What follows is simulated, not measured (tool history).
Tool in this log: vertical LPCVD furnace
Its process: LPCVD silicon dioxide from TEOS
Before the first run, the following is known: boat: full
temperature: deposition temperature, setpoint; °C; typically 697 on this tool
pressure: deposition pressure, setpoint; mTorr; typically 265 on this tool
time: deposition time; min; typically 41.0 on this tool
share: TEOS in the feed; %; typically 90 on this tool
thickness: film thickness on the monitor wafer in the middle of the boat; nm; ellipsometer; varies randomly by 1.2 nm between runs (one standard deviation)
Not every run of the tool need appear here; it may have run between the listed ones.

run,hour,temperature,pressure,time,share,wafers since the last listed run,hours since the last temperature calibration,hours since the pressure gauge was zeroed,hours since the TEOS flow controller was replaced,hours since the gauge calibration,"read-back reference wafer on the same gauge, thickness",thickness
1,0.0,697,320,41.0,90,0,2845.7,1088.3,5224.5,845.4,312.90,363.02
2,59.8,697,320,41.0,90,999,2905.5,1148.1,5284.3,905.2,312.69,362.13
3,147.3,697,265,41.0,90,1462,2993.0,1235.6,5371.8,992.7,312.88,330.60
4,244.3,697,265,41.0,90,1621,3090.0,1332.6,5468.8,1089.7,312.97,331.41
5,330.8,697,265,41.0,90,1446,3176.5,1419.1,5555.3,1176.2,312.92,331.28
6,414.6,697,265,50.0,90,1400,3260.3,1502.9,5639.1,1260.0,313.07,406.69
7,510.3,697,265,41.0,90,1599,3356.0,1598.6,5734.8,1355.7,312.82,334.16
8,574.2,697,265,41.0,90,1068,3419.9,1662.5,5798.7,1419.6,312.77,332.61
9,676.8,697,265,41.0,90,1715,3522.5,1765.1,5901.3,1522.2,312.98,333.39
# hour 733.6: TEOS flow controller replaced
10,734.1,697,265,41.0,90,556,3579.8,1822.4,0.5,1579.5,313.14,333.41
# hour 808.0: gauge calibrated
11,907.4,697,265,41.0,90,2897,3753.1,1995.7,173.8,99.4,313.13,333.20
12,1007.6,707,265,46.0,90,1675,3853.3,2095.9,274.0,199.6,312.95,475.64
13,1053.5,703,205,53.0,90,767,3899.2,2141.8,319.9,245.5,312.80,441.53
# hour 1121.6: pressure gauge zeroed
14,1148.4,697,265,41.0,90,1185,3994.1,26.8,414.8,340.4,312.82,335.95
# hour 1241.0: thermocouples replaced and temperature profile calibrated
15,1256.3,697,320,31.5,96,1402,15.3,134.7,522.7,448.3,313.01,282.71
16,1343.8,688,265,31.0,81,1462,102.8,222.2,610.2,535.8,312.84,188.97
17,1383.7,697,265,41.0,90,667,142.7,262.1,650.1,575.7,312.80,323.75
18,1428.3,697,265,45.5,90,745,187.3,306.7,694.7,620.3,312.92,360.97
19,1497.2,697,265,41.0,90,1151,256.2,375.6,763.6,689.2,313.04,324.51
20,1595.4,697,265,41.0,74,1641,354.4,473.8,861.8,787.4,312.84,291.91
21,1654.5,693,265,41.0,90,987,413.5,532.9,920.9,846.5,313.01,294.40

Some steps in thickness, run to run, broken into two amounts with sign: the step expected even without the hidden condition (settings, incoming material, random variation), and the rest, left for the hidden condition together with whatever gauge scatter is not in both the measured and the hidden-condition-free result:
What the log doesn't record here: true tube temperature minus thermocouple reading, K; true pressure minus gauge reading, mTorr; deviation of the TEOS flow from its setpoint, %; gauge reads high (%).
Run 11 -> 12: temperature 697 -> 707, time 41.0 -> 46.0. thickness +142.44 nm: hidden state +5.30, all else +137.14.
Run 14 -> 15: pressure 265 -> 320, time 41.0 -> 31.5, share 90 -> 96, thermocouples replaced and temperature profile calibrated. thickness -53.24 nm: hidden state -12.47, all else -40.77.
Run 16 -> 17: temperature 688 -> 697, time 31.0 -> 41.0, share 81 -> 90. thickness +134.78 nm: hidden state +0.17, all else +134.61.
